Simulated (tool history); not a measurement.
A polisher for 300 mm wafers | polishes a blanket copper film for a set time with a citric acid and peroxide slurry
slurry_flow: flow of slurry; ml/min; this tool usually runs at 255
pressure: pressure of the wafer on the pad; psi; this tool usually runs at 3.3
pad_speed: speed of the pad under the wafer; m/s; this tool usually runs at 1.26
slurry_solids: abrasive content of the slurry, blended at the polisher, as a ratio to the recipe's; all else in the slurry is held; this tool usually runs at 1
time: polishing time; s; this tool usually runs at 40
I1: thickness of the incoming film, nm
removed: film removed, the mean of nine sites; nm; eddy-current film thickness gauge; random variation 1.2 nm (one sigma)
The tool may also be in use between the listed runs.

run 1 day=0 | slurry_flow=255 pressure=3.3 pad_speed=1.26 slurry_solids=1 time=50 | I1=672.5 | removed=179.4
-- day=3.442 worn pad replaced by a new one
-- day=8.071 slurry nozzle cleaned
run 2 day=9.638 | slurry_flow=255 pressure=3.3 pad_speed=1.26 slurry_solids=1 time=50 | I1=657.2 | removed=174.1
-- day=10.571 head pressure recalibrated
run 3 day=12.267 | slurry_flow=255 pressure=3.3 pad_speed=1.26 slurry_solids=1 time=50 | I1=683.7 | removed=168.5
-- day=12.808 slurry blender recalibrated
-- day=15.867 worn pad replaced by a new one
run 4 day=16.254 | slurry_flow=255 pressure=2.8 pad_speed=1.26 slurry_solids=1.1 time=40 | I1=663.2 | removed=125.3
run 5 day=20.654 | slurry_flow=255 pressure=2.8 pad_speed=1.26 slurry_solids=1.1 time=40 | I1=667.8 | removed=124.2
run 6 day=22.346 | slurry_flow=255 pressure=3.3 pad_speed=1.26 slurry_solids=1 time=40 | I1=669 | removed=142.7
run 7 day=24.333 | slurry_flow=255 pressure=3.3 pad_speed=1.26 slurry_solids=1 time=40 | I1=671.5 | removed=142.8
-- day=25.383 worn pad replaced by a new one
run 8 day=27.65 | slurry_flow=255 pressure=3.3 pad_speed=1.26 slurry_solids=1 time=40 | I1=669.1 | removed=139.1
-- day=31.067 slurry blender recalibrated
run 9 day=31.271 | slurry_flow=215 pressure=4.3 pad_speed=0.88 slurry_solids=1.25 time=40 | I1=677.8 | removed=133.4
run 10 day=34.517 | slurry_flow=255 pressure=2.1 pad_speed=1.26 slurry_solids=0.9 time=40 | I1=673.8 | removed=91.2
-- day=36.121 worn pad replaced by a new one
run 11 day=36.683 | slurry_flow=255 pressure=3.3 pad_speed=1.26 slurry_solids=1 time=50 | I1=667.8 | removed=179.7
run 12 day=39.95 | slurry_flow=255 pressure=2.6 pad_speed=1.26 slurry_solids=1 time=45 | I1=664.1 | removed=127.9

Run 13, settings as shown, results not yet in. Your forecast:
-- day=40.175 head pressure recalibrated
-- day=40.375 slurry nozzle cleaned
run 13 day=43.538 | slurry_flow=180 pressure=2.2 pad_speed=1.26 slurry_solids=1 time=45 | I1=664.9 | removed=?

{"run 13": {"removed": 102.6}}
With the hidden condition absent and the run-to-run variation left alone, this run would have shown removed 105.3 nm.
